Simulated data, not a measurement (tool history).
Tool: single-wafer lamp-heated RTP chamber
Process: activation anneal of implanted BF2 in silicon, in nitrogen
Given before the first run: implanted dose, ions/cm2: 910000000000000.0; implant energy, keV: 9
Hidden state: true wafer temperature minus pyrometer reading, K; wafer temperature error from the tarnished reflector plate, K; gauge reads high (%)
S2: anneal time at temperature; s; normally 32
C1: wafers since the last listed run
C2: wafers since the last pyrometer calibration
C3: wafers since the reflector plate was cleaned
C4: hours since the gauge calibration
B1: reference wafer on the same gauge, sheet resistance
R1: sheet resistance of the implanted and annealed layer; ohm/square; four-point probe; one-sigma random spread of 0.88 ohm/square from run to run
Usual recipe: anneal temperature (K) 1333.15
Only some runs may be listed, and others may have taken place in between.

run 1 hour=0 | anneal_temperature_(K)=1310.15 S2=32 | C1=0 C2=4724 C3=12748 C4=17.8 | B1=161.01 | R1=177.84
run 2 hour=15.8 | anneal_temperature_(K)=1310.15 S2=32 | C1=159 C2=4884 C3=12908 C4=33.6 | B1=161.01 | R1=177.83
run 3 hour=30.5 | anneal_temperature_(K)=1310.15 S2=32 | C1=148 C2=5033 C3=13056 C4=48.3 | B1=160.46 | R1=177.49
run 4 hour=51.1 | anneal_temperature_(K)=1354.15 S2=17 | C1=208 C2=5241 C3=13265 C4=68.9 | B1=160.93 | R1=156.2
run 5 hour=81.7 | anneal_temperature_(K)=1354.15 S2=17 | C1=309 C2=5551 C3=13574 C4=99.5 | B1=160.72 | R1=155.92
run 6 hour=110 | anneal_temperature_(K)=1325.15 S2=32 | C1=286 C2=5837 C3=13861 C4=127.8 | B1=160.53 | R1=161.7
-- hour=125.5 pyrometer window cleaned and pyrometer calibrated
run 7 hour=133.6 | anneal_temperature_(K)=1333.15 S2=32 | C1=157 C2=82 C3=14018 C4=151.4 | B1=160.87 | R1=164.92
run 8 hour=160.8 | anneal_temperature_(K)=1304.15 S2=16 | C1=275 C2=357 C3=14293 C4=178.6 | B1=160.94 | R1=215.99
-- hour=170.1 reflector plate cleaned
run 9 hour=177 | anneal_temperature_(K)=1357.15 S2=48 | C1=82 C2=440 C3=69 C4=194.8 | B1=161.23 | R1=137.29
run 10 hour=197.5 | anneal_temperature_(K)=1361.15 S2=25 | C1=207 C2=647 C3=276 C4=215.3 | B1=161.06 | R1=146.99
run 11 hour=209.6 | anneal_temperature_(K)=1333.15 S2=51 | C1=122 C2=770 C3=399 C4=227.4 | B1=161.39 | R1=149.82
-- hour=215 gauge calibrated
run 12 hour=232.9 | anneal_temperature_(K)=1333.15 S2=32 | C1=235 C2=1005 C3=634 C4=17.9 | B1=160.91 | R1=160.33
run 13 hour=268.5 | anneal_temperature_(K)=1312.15 S2=17 | C1=360 C2=1365 C3=994 C4=53.5 | B1=160.97 | R1=196.85
run 14 hour=290.1 | anneal_temperature_(K)=1308.15 S2=22 | C1=218 C2=1584 C3=1213 C4=75.1 | B1=161.4 | R1=193.73

Predict each of these 4 candidate next runs independently; none follows another, all start after run 14:
run A hour=290.5 | anneal_temperature_(K)=1333.15 S2=32 | C1=4 C2=1588 C3=1217 C4=75.5 | B1=? | R1=?
run B hour=290.5 | anneal_temperature_(K)=1359.15 S2=32 | C1=4 C2=1588 C3=1217 C4=75.5 | B1=? | R1=?
run C hour=290.5 | anneal_temperature_(K)=1350.15 S2=24 | C1=4 C2=1588 C3=1217 C4=75.5 | B1=? | R1=?
run D hour=290.5 | anneal_temperature_(K)=1305.15 S2=39 | C1=4 C2=1588 C3=1217 C4=75.5 | B1=? | R1=?

run=A B1=161.07 R1=158.8
run=B B1=161.07 R1=140.32
run=C B1=161.07 R1=151.92
run=D B1=161.07 R1=179.72
Without the tool's hidden state the same runs would have given:
run=A R1=167.48
run=B R1=144.22
run=C R1=158.42
run=D R1=185.94
